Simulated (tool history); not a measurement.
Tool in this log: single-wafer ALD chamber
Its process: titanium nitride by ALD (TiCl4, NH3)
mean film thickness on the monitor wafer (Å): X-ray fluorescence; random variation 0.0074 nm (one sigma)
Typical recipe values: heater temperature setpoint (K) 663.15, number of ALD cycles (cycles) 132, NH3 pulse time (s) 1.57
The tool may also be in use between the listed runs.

run   hour  heater temperature setpoint (K)  number of ALD cycles (cycles)  NH3 pulse time (s)  wafers since the last listed run  hours since the last thermocouple change  hours since the showerhead was replaced  hours since the gauge calibration  read-back reference wafer on the same gauge, thickness_nm  mean film thickness on the monitor wafer (Å)
  1    0.0                           663.15                            132                1.57                                 0                                    1406.7                                   5307.4                              301.7                                                      3.133                                         29.49
  2   12.1                           663.15                            132                1.57                                30                                    1418.8                                   5319.5                              313.8                                                      3.129                                         29.62
  3   47.3                           663.15                            132                1.57                                88                                    1454.0                                   5354.7                              349.0                                                      3.131                                         29.58
  4   69.9                           663.15                            132                1.89                                57                                    1476.6                                   5377.3                              371.6                                                      3.128                                         29.83
  5  102.3                           663.15                            132                1.89                                81                                    1509.0                                   5409.7                              404.0                                                      3.131                                         29.73
  6  119.8                           663.15                            132                1.89                                44                                    1526.5                                   5427.2                              421.5                                                      3.130                                         29.80
  7  150.8                           663.15                            132                1.57                                78                                    1557.5                                   5458.2                              452.5                                                      3.131                                         29.67
  8  168.9                           663.15                            132                1.57                                45                                    1575.6                                   5476.3                              470.6                                                      3.132                                         29.62
  9  183.6                           663.15                            132                1.57                                37                                    1590.3                                   5491.0                              485.3                                                      3.132                                         29.62
 10  210.6                           663.15                            132                1.57                                68                                    1617.3                                   5518.0                              512.3                                                      3.130                                         29.71
 11  236.3                           663.15                            116                1.57                                64                                    1643.0                                   5543.7                              538.0                                                      3.132                                         25.92
     245.7  -- showerhead replaced
 12  263.4                           663.15                            116                1.57                                48                                    1670.1                                     17.7                              565.1                                                      3.129                                         26.19
 13  294.6                           663.15                            116                1.57                                78                                    1701.3                                     48.9                              596.3                                                      3.130                                         26.06
 14  318.6                           676.15                            146                1.34                                60                                    1725.3                                     72.9                              620.3                                                      3.132                                         33.15
 15  331.2                           663.15                            132                1.57                                31                                    1737.9                                     85.5                              632.9                                                      3.129                                         29.81
 16  349.9                           663.15                            148                1.57                                47                                    1756.6                                    104.2                              651.6                                                      3.131                                         33.27
 17  378.2                           663.15                            132                1.00                                71                                    1784.9                                    132.5                              679.9                                                      3.134                                         29.18
 18  410.8                           663.15                            132                1.57                                82                                    1817.5                                    165.1                              712.5                                                      3.126                                         29.69
 19  424.8                           663.15                            132                1.08                                35                                    1831.5                                    179.1                              726.5                                                      3.131                                         29.22
 20  459.5                           654.15                            152                1.57                                87                                    1866.2                                    213.8                              761.2                                                      3.130                                         33.86
     482.0  -- gauge calibrated
 21  495.0                           663.15                            132                1.57                                89                                    1901.7                                    249.3                               13.0                                                      3.131                                         29.78
     507.3  -- thermocouple changed; heater temperature recalibrated
 22  516.4                           663.15                            142                1.57                                33                                       9.1                                    270.7                               34.4                                                      3.129                                         31.88
 23  598.2                           663.15                            132                1.57                               206                                      90.9                                    352.5                              116.2                                                      3.134                                         29.75
 24  610.4                           672.15                            122                1.57                                30                                     103.1                                    364.7                              128.4                                                      3.129                                         27.59
 25  642.8                           668.15                            140                1.39                                81                                     135.5                                    397.1                              160.8                                                      3.130                                         31.39
 26  670.2                           663.15                            132                1.57                                69                                     162.9                                    424.5                              188.2                                                      3.130                                         29.65
 27  690.3                           663.15                            141                1.57                                50                                     183.0                                    444.6                              208.3                                                      3.128                                         31.60

4 ways to go on from here, each from the tool as it stands after run 27. What would each give?
  A  691.0                           659.15                            132                1.57                                 1                                     183.7                                    445.3                              209.0                                                          ?                                             ?
  B  691.0                           663.15                            155                1.18                                 1                                     183.7                                    445.3                              209.0                                                          ?                                             ?
  C  691.0                           674.15                            132                1.31                                 1                                     183.7                                    445.3                              209.0                                                          ?                                             ?
  D  691.0                           659.15                            132                2.14                                 1                                     183.7                                    445.3                              209.0                                                          ?                                             ?

run  read-back reference wafer on the same gauge, thickness_nm  mean film thickness on the monitor wafer (Å)
  A                                                      3.131                                         29.39
  B                                                      3.131                                         34.33
  C                                                      3.131                                         29.67
  D                                                      3.131                                         29.70
With the hidden condition removed and each run's random variation left untouched, the same runs would have given:
run  mean film thickness on the monitor wafer (Å)
  A                                         29.39
  B                                         34.33
  C                                         29.67
  D                                         29.70
